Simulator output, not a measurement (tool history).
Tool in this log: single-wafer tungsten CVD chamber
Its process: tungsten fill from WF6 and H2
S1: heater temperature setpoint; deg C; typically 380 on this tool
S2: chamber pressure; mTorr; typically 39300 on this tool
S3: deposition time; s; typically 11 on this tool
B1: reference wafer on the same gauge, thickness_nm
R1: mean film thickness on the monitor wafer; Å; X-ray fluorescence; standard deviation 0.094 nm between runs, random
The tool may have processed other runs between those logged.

run    hour   S1     S2    S3      B1      R1
  1       0  380  39300    11  19.492  233.48
  2    26.4  380  39300    11  19.487  233.27
  3    57.2  380  39300    11   19.52  231.78
  4    92.2  380  39300    11  19.508  231.97
  5   126.7  380  39300    11  19.497  233.11
  6   201.2  380  39300  12.3  19.492  260.75
  7   242.5  380  39300  12.3  19.485  260.73
  8   304.1  380  39300  12.3  19.515  258.24
  9   362.6  380  39300    11  19.501  232.31
 10   391.6  380  39300    11  19.504  232.92
 11   444.1  372  39300    11  19.503  193.06
      555.1  -- thermocouple changed; heater temperature recalibrated
 12   568.8  372  39300    11  19.501  194.22
 13   606.5  366  47400  10.1  19.508  175.05
 14   630.9  380  43200  11.9  19.482  269.77
      667.9  -- showerhead replaced
 15   680.3  380  39300    11  19.503  231.44
      797.2  -- capacitance manometer re-zeroed and calibrated
 16   882.5  380  39300    11  19.512  230.29
 17   927.2  370  39300    11  19.503  182.67
 18   955.7  385  39300    11  19.516  258.86
      978.8  -- gauge calibrated
 19  1003.3  386  46300    11  19.508  300.05
 20  1065.8  392  39300   9.2  19.486  253.86
 21  1119.2  369  46400   9.3  19.519  169.58
 22  1161.8  380  39300    11  19.514  233.47
 23  1189.4  380  48000   9.2  19.502  223.85
 24  1251.7  389  30000   9.2  19.485  185.77

Forecast each of these 4 alternatives for the next run:
  A  1252.1  380  39300    11   ?   ?
  B  1252.1  380  39300  12.7   ?   ?
  C  1252.1  366  30200  11.9   ?   ?
  D  1252.1  366  34400  12.2   ?   ?

run      B1      R1
  A  19.507  233.31
  B  19.507  269.52
  C  19.507  142.33
  D  19.507  165.46
With no hidden state in the tool, these same runs would have given:
run      R1
  A  233.31
  B  269.52
  C  142.33
  D  165.46
